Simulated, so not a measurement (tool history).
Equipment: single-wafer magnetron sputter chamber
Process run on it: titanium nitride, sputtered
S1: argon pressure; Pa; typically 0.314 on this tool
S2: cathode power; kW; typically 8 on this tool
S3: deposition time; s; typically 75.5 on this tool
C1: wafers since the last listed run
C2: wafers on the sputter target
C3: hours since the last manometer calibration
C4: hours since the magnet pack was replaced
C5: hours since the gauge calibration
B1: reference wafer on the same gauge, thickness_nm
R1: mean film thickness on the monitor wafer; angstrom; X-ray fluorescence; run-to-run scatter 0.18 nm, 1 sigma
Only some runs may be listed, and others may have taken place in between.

run 1 hour=0 | S1=0.314 S2=8 S3=75.5 | C1=0 C2=492 C3=1461.7 C4=7218 C5=365 | B1=111.962 | R1=1203.05
run 2 hour=27.5 | S1=0.314 S2=7.05 S3=75.5 | C1=287 C2=779 C3=1489.2 C4=7245.5 C5=392.5 | B1=111.995 | R1=1057.75
run 3 hour=46.2 | S1=0.314 S2=7.05 S3=75.5 | C1=195 C2=974 C3=1507.9 C4=7264.2 C5=411.2 | B1=112 | R1=1061.19
run 4 hour=73.5 | S1=0.314 S2=8 S3=75.5 | C1=284 C2=1259 C3=1535.2 C4=7291.5 C5=438.5 | B1=112.043 | R1=1200.86
run 5 hour=89.1 | S1=0.314 S2=8 S3=75.5 | C1=162 C2=1422 C3=1550.8 C4=7307.1 C5=454.1 | B1=112.037 | R1=1198.68
run 6 hour=105.8 | S1=0.314 S2=8 S3=75.5 | C1=174 C2=1596 C3=1567.5 C4=7323.8 C5=470.8 | B1=111.967 | R1=1200.17
run 7 hour=136.9 | S1=0.373 S2=8 S3=75.5 | C1=324 C2=1921 C3=1598.6 C4=7354.9 C5=501.9 | B1=112.039 | R1=1177.51
run 8 hour=150.2 | S1=0.373 S2=8 S3=75.5 | C1=138 C2=2060 C3=1611.9 C4=7368.2 C5=515.2 | B1=112.025 | R1=1178.25
run 9 hour=182.9 | S1=0.373 S2=8 S3=75.5 | C1=341 C2=2401 C3=1644.6 C4=7400.9 C5=547.9 | B1=112.005 | R1=1176.3
run 10 hour=204.7 | S1=0.314 S2=8 S3=75.5 | C1=227 C2=2628 C3=1666.4 C4=7422.7 C5=569.7 | B1=111.973 | R1=1194.94
run 11 hour=238.4 | S1=0.314 S2=8 S3=75.5 | C1=351 C2=2980 C3=1700.1 C4=7456.4 C5=603.4 | B1=111.991 | R1=1198.71
run 12 hour=263.5 | S1=0.314 S2=8 S3=75.5 | C1=262 C2=3242 C3=1725.2 C4=7481.5 C5=628.5 | B1=112.032 | R1=1193.22
-- hour=287.6 magnet pack replaced
run 13 hour=295.2 | S1=0.276 S2=9.75 S3=66.8 | C1=247 C2=3490 C3=1756.9 C4=7.6 C5=660.2 | B1=111.997 | R1=1300.78
run 14 hour=317.3 | S1=0.314 S2=8 S3=75.5 | C1=230 C2=3720 C3=1779 C4=29.7 C5=682.3 | B1=112.003 | R1=1193.71
-- hour=332.7 sputter target and shields replaced
run 15 hour=347.7 | S1=0.314 S2=8 S3=60.8 | C1=233 C2=156 C3=1809.4 C4=60.1 C5=712.7 | B1=112.008 | R1=967.49
-- hour=370 capacitance manometer re-zeroed and calibrated
run 16 hour=370.5 | S1=0.314 S2=8 S3=75.5 | C1=154 C2=310 C3=0.5 C4=82.9 C5=735.5 | B1=112.059 | R1=1199.96
run 17 hour=386.6 | S1=0.314 S2=8 S3=75.5 | C1=168 C2=478 C3=16.6 C4=99 C5=751.6 | B1=112.077 | R1=1203.23
-- hour=388.5 gauge calibrated
run 18 hour=421.8 | S1=0.314 S2=8 S3=75.5 | C1=367 C2=846 C3=51.8 C4=134.2 C5=33.3 | B1=112.047 | R1=1196.97
run 19 hour=448.4 | S1=0.277 S2=6.65 S3=75.5 | C1=277 C2=1123 C3=78.4 C4=160.8 C5=59.9 | B1=112.035 | R1=1007.84
run 20 hour=482.1 | S1=0.314 S2=7.35 S3=85.9 | C1=351 C2=1475 C3=112.1 C4=194.5 C5=93.6 | B1=111.984 | R1=1253.06
run 21 hour=502.2 | S1=0.2 S2=7.15 S3=84.1 | C1=209 C2=1685 C3=132.2 C4=214.6 C5=113.7 | B1=111.953 | R1=1232.34
run 22 hour=533.3 | S1=0.314 S2=8 S3=66.2 | C1=324 C2=2010 C3=163.3 C4=245.7 C5=144.8 | B1=111.963 | R1=1052.84
run 23 hour=556.3 | S1=0.194 S2=6.2 S3=88.7 | C1=240 C2=2250 C3=186.3 C4=268.7 C5=167.8 | B1=112.021 | R1=1128.37
run 24 hour=573 | S1=0.248 S2=8.7 S3=83.3 | C1=174 C2=2424 C3=203 C4=285.4 C5=184.5 | B1=112.005 | R1=1462.86
run 25 hour=590.9 | S1=0.38 S2=8 S3=87.1 | C1=186 C2=2611 C3=220.9 C4=303.3 C5=202.4 | B1=111.986 | R1=1354.78

For some of the steps in R1 from one run to the next: how much would appear even if the tool had no hidden state, given the settings, what came in and random variation, and how much remains for the hidden state plus any gauge scatter that the measured result and the result without hidden state don't share?
Hidden conditions of the tool in this case: deposition rate above that of a new target (%); true argon pressure above the setpoint (%); gauge reads high (%).
Run 14 -> 15: S3 75.5 -> 60.8, sputter target and shields replaced. R1 -226.22 angstrom: hidden state +8.99, all else -235.21.
Run 19 -> 20: S1 0.277 -> 0.314, S2 6.65 -> 7.35, S3 75.5 -> 85.9. R1 +245.22 angstrom: hidden state -1.77, all else +246.99.
Run 23 -> 24: S1 0.194 -> 0.248, S2 6.2 -> 8.7, S3 88.7 -> 83.3. R1 +334.49 angstrom: hidden state -2.49, all else +336.98.

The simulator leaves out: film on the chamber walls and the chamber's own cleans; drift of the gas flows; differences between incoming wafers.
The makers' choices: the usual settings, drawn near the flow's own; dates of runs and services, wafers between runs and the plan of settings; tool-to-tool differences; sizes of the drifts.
